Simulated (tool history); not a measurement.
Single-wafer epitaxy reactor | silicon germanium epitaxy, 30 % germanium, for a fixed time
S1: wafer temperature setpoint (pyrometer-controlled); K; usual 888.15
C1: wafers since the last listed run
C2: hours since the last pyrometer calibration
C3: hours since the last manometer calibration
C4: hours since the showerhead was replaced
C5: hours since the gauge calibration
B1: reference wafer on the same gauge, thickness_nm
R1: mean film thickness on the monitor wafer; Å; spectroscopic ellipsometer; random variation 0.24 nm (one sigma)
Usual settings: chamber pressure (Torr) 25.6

run 1 day=0.000 | S1=888.15 chamber_pressure_(Torr)=25.6 | C1=0 C2=971.7 C3=1483.2 C4=6550.9 C5=5.4 | B1=93.834 | R1=850.56
run 2 day=0.742 | S1=888.15 chamber_pressure_(Torr)=25.6 | C1=336 C2=989.5 C3=1501.0 C4=6568.7 C5=23.2 | B1=93.971 | R1=855.51
run 3 day=1.438 | S1=888.15 chamber_pressure_(Torr)=25.6 | C1=316 C2=1006.2 C3=1517.7 C4=6585.4 C5=39.9 | B1=93.849 | R1=857.09
run 4 day=2.638 | S1=895.15 chamber_pressure_(Torr)=27.5 | C1=545 C2=1035.0 C3=1546.5 C4=6614.2 C5=68.7 | B1=93.881 | R1=969.38
run 5 day=3.221 | S1=888.15 chamber_pressure_(Torr)=27.8 | C1=264 C2=1049.0 C3=1560.5 C4=6628.2 C5=82.7 | B1=93.850 | R1=876.06
run 6 day=4.267 | S1=888.15 chamber_pressure_(Torr)=25.6 | C1=474 C2=1074.1 C3=1585.6 C4=6653.3 C5=107.8 | B1=93.882 | R1=856.41
run 7 day=5.525 | S1=888.15 chamber_pressure_(Torr)=25.6 | C1=571 C2=1104.3 C3=1615.8 C4=6683.5 C5=138.0 | B1=93.907 | R1=852.02
run 8 day=6.358 | S1=888.15 chamber_pressure_(Torr)=25.6 | C1=378 C2=1124.3 C3=1635.8 C4=6703.5 C5=158.0 | B1=93.879 | R1=849.56
run 9 day=7.612 | S1=888.15 chamber_pressure_(Torr)=25.6 | C1=569 C2=1154.4 C3=1665.9 C4=6733.6 C5=188.1 | B1=93.903 | R1=851.78
run 10 day=8.442 | S1=888.15 chamber_pressure_(Torr)=25.6 | C1=376 C2=1174.3 C3=1685.8 C4=6753.5 C5=208.0 | B1=93.927 | R1=853.73
run 11 day=9.592 | S1=888.15 chamber_pressure_(Torr)=25.6 | C1=522 C2=1201.9 C3=1713.4 C4=6781.1 C5=235.6 | B1=93.861 | R1=853.17
run 12 day=10.612 | S1=888.15 chamber_pressure_(Torr)=25.6 | C1=463 C2=1226.4 C3=1737.9 C4=6805.6 C5=260.1 | B1=93.872 | R1=855.31
run 13 day=11.971 | S1=888.15 chamber_pressure_(Torr)=25.6 | C1=616 C2=1259.0 C3=1770.5 C4=6838.2 C5=292.7 | B1=93.973 | R1=855.44
run 14 day=13.058 | S1=903.15 chamber_pressure_(Torr)=30.2 | C1=493 C2=1285.1 C3=1796.6 C4=6864.3 C5=318.8 | B1=93.914 | R1=1125.83
-- day=13.838 pyrometer calibrated
-- day=14.446 showerhead replaced
run 15 day=14.467 | S1=897.15 chamber_pressure_(Torr)=30.4 | C1=336 C2=15.1 C3=1830.4 C4=0.5 C5=352.6 | B1=93.904 | R1=1033.01
-- day=15.396 gauge calibrated
run 16 day=15.446 | S1=888.15 chamber_pressure_(Torr)=31.2 | C1=444 C2=38.6 C3=1853.9 C4=24.0 C5=1.2 | B1=93.870 | R1=905.55
run 17 day=16.550 | S1=888.15 chamber_pressure_(Torr)=31.2 | C1=501 C2=65.1 C3=1880.4 C4=50.5 C5=27.7 | B1=93.883 | R1=907.12
run 18 day=17.938 | S1=893.15 chamber_pressure_(Torr)=25.6 | C1=630 C2=98.4 C3=1913.7 C4=83.8 C5=61.0 | B1=93.849 | R1=924.52
run 19 day=18.912 | S1=888.15 chamber_pressure_(Torr)=27.8 | C1=442 C2=121.8 C3=1937.1 C4=107.2 C5=84.4 | B1=93.918 | R1=874.96
run 20 day=20.300 | S1=900.15 chamber_pressure_(Torr)=29.4 | C1=630 C2=155.1 C3=1970.4 C4=140.5 C5=117.7 | B1=93.836 | R1=1071.33
run 21 day=21.046 | S1=888.15 chamber_pressure_(Torr)=21.4 | C1=338 C2=173.0 C3=1988.3 C4=158.4 C5=135.6 | B1=93.924 | R1=809.78
-- day=21.471 capacitance manometer re-zeroed and calibrated
run 22 day=25.358 | S1=888.15 chamber_pressure_(Torr)=25.6 | C1=1807 C2=276.5 C3=93.3 C4=261.9 C5=239.1 | B1=93.971 | R1=850.15
run 23 day=26.446 | S1=877.15 chamber_pressure_(Torr)=25.6 | C1=493 C2=302.6 C3=119.4 C4=288.0 C5=265.2 | B1=93.866 | R1=716.10
run 24 day=27.521 | S1=888.15 chamber_pressure_(Torr)=27.8 | C1=488 C2=328.4 C3=145.2 C4=313.8 C5=291.0 | B1=93.945 | R1=874.74
run 25 day=28.142 | S1=898.15 chamber_pressure_(Torr)=29.7 | C1=281 C2=343.3 C3=160.1 C4=328.7 C5=305.9 | B1=93.942 | R1=1040.97

3 ways to go on from here, each from the tool as it stands after run 25. What would each give?
run A day=28.158 | S1=888.15 chamber_pressure_(Torr)=25.6 | C1=7 C2=343.7 C3=160.5 C4=329.1 C5=306.3 | B1=? | R1=?
run B day=28.158 | S1=897.15 chamber_pressure_(Torr)=25.6 | C1=7 C2=343.7 C3=160.5 C4=329.1 C5=306.3 | B1=? | R1=?
run C day=28.158 | S1=888.15 chamber_pressure_(Torr)=29.4 | C1=7 C2=343.7 C3=160.5 C4=329.1 C5=306.3 | B1=? | R1=?

run=A B1=93.893 R1=852.94
run=B B1=93.893 R1=979.72
run=C B1=93.893 R1=889.40
Without the tool's hidden state the same runs would have given:
run=A R1=852.94
run=B R1=979.72
run=C R1=889.40
